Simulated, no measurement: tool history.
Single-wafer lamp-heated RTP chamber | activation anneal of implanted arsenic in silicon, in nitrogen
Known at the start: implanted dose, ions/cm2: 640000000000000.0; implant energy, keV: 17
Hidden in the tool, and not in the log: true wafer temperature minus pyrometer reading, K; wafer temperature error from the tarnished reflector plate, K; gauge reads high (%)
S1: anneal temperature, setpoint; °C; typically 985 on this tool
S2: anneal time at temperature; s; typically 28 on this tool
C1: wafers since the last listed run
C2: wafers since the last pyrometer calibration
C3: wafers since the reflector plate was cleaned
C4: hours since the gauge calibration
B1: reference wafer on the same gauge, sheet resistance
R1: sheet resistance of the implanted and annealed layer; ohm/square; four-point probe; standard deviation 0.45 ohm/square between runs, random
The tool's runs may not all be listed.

Run 1, hour 0.0: usual settings; C1 0; C2 2177; C3 2457; C4 372.6; B1 175.12. Result: R1 177.13 ohm/square.
Run 2, hour 25.2: usual settings; C1 236; C2 2413; C3 2693; C4 397.8; B1 174.83. Result: R1 176.04 ohm/square.
Run 3, hour 59.3: usual settings; C1 319; C2 2733; C3 3013; C4 431.9; B1 175.05. Result: R1 176.44 ohm/square.
Run 4, hour 75.5: usual settings; C1 151; C2 2885; C3 3165; C4 448.1; B1 175.22. Result: R1 176.83 ohm/square.
Run 5, hour 94.3: usual settings but S2 22 s; C1 176; C2 3061; C3 3341; C4 466.9; B1 175.15. Result: R1 178.46 ohm/square.
Run 6, hour 145.2: usual settings; C1 477; C2 3539; C3 3819; C4 517.8; B1 174.75. Result: R1 176.87 ohm/square.
Run 7, hour 177.0: usual settings; C1 298; C2 3837; C3 4117; C4 549.6; B1 175.08. Result: R1 176.72 ohm/square.
Run 8, hour 198.4: usual settings; C1 200; C2 4038; C3 4318; C4 571.0; B1 174.99. Result: R1 176.01 ohm/square.
Run 9, hour 229.9: usual settings but S1 993 °C, S2 17 s; C1 295; C2 4333; C3 4613; C4 602.5; B1 175.25. Result: R1 178.97 ohm/square.
Run 10, hour 256.4: usual settings but S1 993 °C, S2 17 s; C1 248; C2 4582; C3 4862; C4 629.0; B1 175.09. Result: R1 178.23 ohm/square.
Run 11, hour 276.0: usual settings but S1 993 °C, S2 17 s; C1 183; C2 4766; C3 5046; C4 648.6; B1 174.97. Result: R1 178.33 ohm/square.
Run 12, hour 289.7: usual settings; C1 128; C2 4894; C3 5174; C4 662.3; B1 175.11. Result: R1 176.97 ohm/square.
Run 13, hour 307.0: usual settings; C1 162; C2 5057; C3 5337; C4 679.6; B1 175.14. Result: R1 175.60 ohm/square.
Run 14, hour 323.4: usual settings; C1 153; C2 5211; C3 5490; C4 696.0; B1 175.08. Result: R1 176.37 ohm/square.
Run 15, hour 346.5: usual settings; C1 216; C2 5427; C3 5707; C4 719.1; B1 175.03. Result: R1 176.46 ohm/square.
Run 16, hour 379.2: usual settings but S1 993 °C; C1 306; C2 5734; C3 6014; C4 751.8; B1 174.89. Result: R1 175.34 ohm/square.
Run 17, hour 392.2: usual settings but S1 999 °C; C1 121; C2 5856; C3 6136; C4 764.8; B1 175.01. Result: R1 172.75 ohm/square.
Run 18, hour 406.2: usual settings; C1 131; C2 5987; C3 6267; C4 778.8; B1 175.05. Result: R1 176.04 ohm/square.
Run 19, hour 421.3: usual settings but S1 1003 °C; C1 141; C2 6129; C3 6409; C4 793.9; B1 175.01. Result: R1 172.34 ohm/square.
Run 20, hour 434.4: usual settings but S1 958 °C, S2 18 s; C1 122; C2 6252; C3 6532; C4 807.0; B1 175.22. Result: R1 185.60 ohm/square.
Run 21, hour 451.3: usual settings but S1 958 °C, S2 18 s; C1 158; C2 6410; C3 6690; C4 823.9; B1 174.97. Result: R1 184.55 ohm/square.
Run 22, hour 479.3: usual settings but S2 23 s; C1 262; C2 6673; C3 6953; C4 851.9; B1 174.95. Result: R1 178.23 ohm/square.
Run 23, hour 491.9: usual settings; C1 118; C2 6791; C3 7071; C4 864.5; B1 174.82. Result: R1 176.73 ohm/square.
Run 24, hour 506.5: usual settings; C1 136; C2 6928; C3 7208; C4 879.1; B1 175.10. Result: R1 177.54 ohm/square.
Run 25, hour 603.1: usual settings; C1 906; C2 7834; C3 8114; C4 975.7; B1 174.94. Result: R1 176.82 ohm/square.
Run 26, hour 626.4: usual settings but S1 975 °C, S2 15 s; C1 218; C2 8053; C3 8333; C4 999.0; B1 175.04. Result: R1 184.34 ohm/square.
At hour 646.3: reflector plate cleaned.
At hour 668.9: gauge calibrated.
At hour 703.8: pyrometer window cleaned and pyrometer calibrated.
Run 27, hour 704.3: usual settings; C1 580; C2 5; C3 469; C4 35.4; B1 175.00. Result: R1 176.69 ohm/square.
Run 28, hour 727.8: usual settings but S1 993 °C; C1 220; C2 225; C3 689; C4 58.9; B1 175.07. Result: R1 175.51 ohm/square.
Run 29, hour 762.9: usual settings but S1 1001 °C; C1 329; C2 554; C3 1019; C4 94.0; B1 174.99. Result: R1 173.08 ohm/square.
Run 30, hour 782.2: usual settings but S2 33 s; C1 181; C2 735; C3 1200; C4 113.3; B1 175.23. Result: R1 176.00 ohm/square.
Run 31, hour 808.8: usual settings but S2 19 s; C1 249; C2 985; C3 1449; C4 139.9; B1 174.98. Result: R1 180.38 ohm/square.
Run 32, hour 823.3: usual settings but S1 958 °C, S2 34 s; C1 136; C2 1121; C3 1585; C4 154.4; B1 174.88. Result: R1 181.73 ohm/square.
Run 33, hour 850.5: usual settings but S1 999 °C, S2 20 s; C1 255; C2 1376; C3 1840; C4 181.6; B1 175.12. Result: R1 176.73 ohm/square.
Run 34, hour 876.6: usual settings but S2 40 s; C1 244; C2 1621; C3 2085; C4 207.7; B1 175.03. Result: R1 173.21 ohm/square.
Run 35, hour 897.3: usual settings but S1 1005 °C, S2 40 s; C1 194; C2 1815; C3 2279; C4 228.4; B1 175.19. Result: R1 168.78 ohm/square.
Run 36, hour 973.2: usual settings; C1 711; C2 2527; C3 2991; C4 304.3; B1 175.01. Result: R1 177.12 ohm/square.

Run-by-run hidden state of the tool:
true wafer temperature minus pyrometer reading, K: 0 at every run
gauge reads high (%): 0 at every run
H1: wafer temperature error from the tarnished reflector plate, K
run    H1
  1  5.77
  2  6.04
  3  6.38
  4  6.53
  5  6.69
  6  7.08
  7   7.3
  8  7.43
  9  7.61
 10  7.75
 11  7.84
 12  7.91
 13  7.98
 14  8.05
 15  8.14
 16  8.25
 17   8.3
 18  8.34
 19  8.39
 20  8.42
 21  8.47
 22  8.54
 23  8.57
 24   8.6
 25  8.79
 26  8.82
 27  2.72
 28  3.23
 29  3.93
 30  4.28
 31  4.72
 32  4.95
 33  5.35
 34   5.7
 35  5.96
 36  6.77
